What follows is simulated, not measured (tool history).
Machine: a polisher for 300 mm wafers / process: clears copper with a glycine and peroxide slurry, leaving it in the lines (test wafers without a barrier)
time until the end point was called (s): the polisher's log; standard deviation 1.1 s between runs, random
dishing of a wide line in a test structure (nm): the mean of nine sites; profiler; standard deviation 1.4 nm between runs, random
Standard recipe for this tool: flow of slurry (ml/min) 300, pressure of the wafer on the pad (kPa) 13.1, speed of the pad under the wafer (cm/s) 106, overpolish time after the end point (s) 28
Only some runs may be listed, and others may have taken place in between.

run	hour	flow of slurry (ml/min)	pressure of the wafer on the pad (kPa)	speed of the pad under the wafer (cm/s)	overpolish time after the end point (s)	incoming thickness of the incoming film, nm	time until the end point was called (s)	dishing of a wide line in a test structure (nm)
1	0	300	13.1	82	28	348.4	97.7	61.1
2	19.3	300	13.1	82	28	348.6	94.7	62
3	34.1	300	13.1	130	28	349.1	67.6	77.3
4	56.6	300	13.1	106	28	351.5	79.4	72.7
# hour 62.4: head pressure recalibrated
5	72.3	300	13.1	106	28	347.2	79.9	70.4
6	96.8	300	13.1	106	28	354.6	81	69.8
# hour 117.5: worn pad replaced by a new one
7	118.2	300	13.1	106	28	350	81.4	68.9
8	143.9	300	13.1	106	28	350.6	83.2	68.6
9	175.8	300	13.1	106	28	352.4	81.8	68.3
10	195.3	300	13.1	106	28	347.8	81.1	66.6
11	237.3	300	13.1	106	28	353.8	83.6	67.5
# hour 293.5: worn pad replaced by a new one, of another model than before
12	303.6	300	13.1	106	28	354.4	81.3	70.6
# hour 313.8: slurry nozzle cleaned
13	330.2	300	11	124	28	355	76.6	68
14	354.4	300	11	124	28	348.8	76.9	71.1
15	388.9	300	13.1	106	28	342.9	78.4	68
16	416.2	300	13.1	106	28	357	80	67.9
17	429.8	355	13.1	96	28	352.4	82	71.3
18	463.9	300	13.1	106	28	351.8	81.2	71.4
# hour 476.8: worn pad replaced by a new one
19	491.8	300	13.1	106	28	348.5	80.4	71.1
20	514.7	300	11.7	106	28	351.7	83.5	66.5
21	544	300	13.1	106	28	349.7	80.6	70.9
22	556.5	195	15.2	106	35	348.1	77.6	84.3
23	574.7	255	11.7	126	40	347.8	75.8	90.5
24	610.7	200	9.7	106	28	357.7	91.5	62.7
# hour 624.2: worn pad replaced by a new one
# hour 628.9: head pressure recalibrated
25	642.2	300	13.1	106	28	354.3	81	67.9
26	657.1	215	11.7	72	35	355.5	102.6	71.6
# hour 677.5: slurry nozzle cleaned
27	690.3	255	15.2	106	28	354.1	76.2	71.5
28	702.3	390	13.1	106	13	351.4	76.3	40.4
29	727.5	300	13.1	106	44	343.7	77.7	91
30	753.8	345	13.1	106	28	343.9	78.5	70.3
31	774.1	380	13.1	106	33	349.8	78.6	79
# hour 779.7: worn pad replaced by a new one
32	809.9	300	13.1	80	42	346.8	91.2	84

Consider 3 possible next runs. They are alternatives, not a sequence: every one starts from the tool as it was left by run 32. What does each give?
A	810.4	300	13.1	106	28	357.4	?	?
B	810.4	300	8.3	70	32	357.4	?	?
C	810.4	300	8.3	106	28	357.4	?	?

run	time until the end point was called (s)	dishing of a wide line in a test structure (nm)
A	80.2	71.1
B	107.8	63.5
C	90.9	64.2
Without the tool's unlogged condition, the same runs would have read:
run	time until the end point was called (s)	dishing of a wide line in a test structure (nm)
A	78.7	72
B	105.7	64.4
C	89.2	65
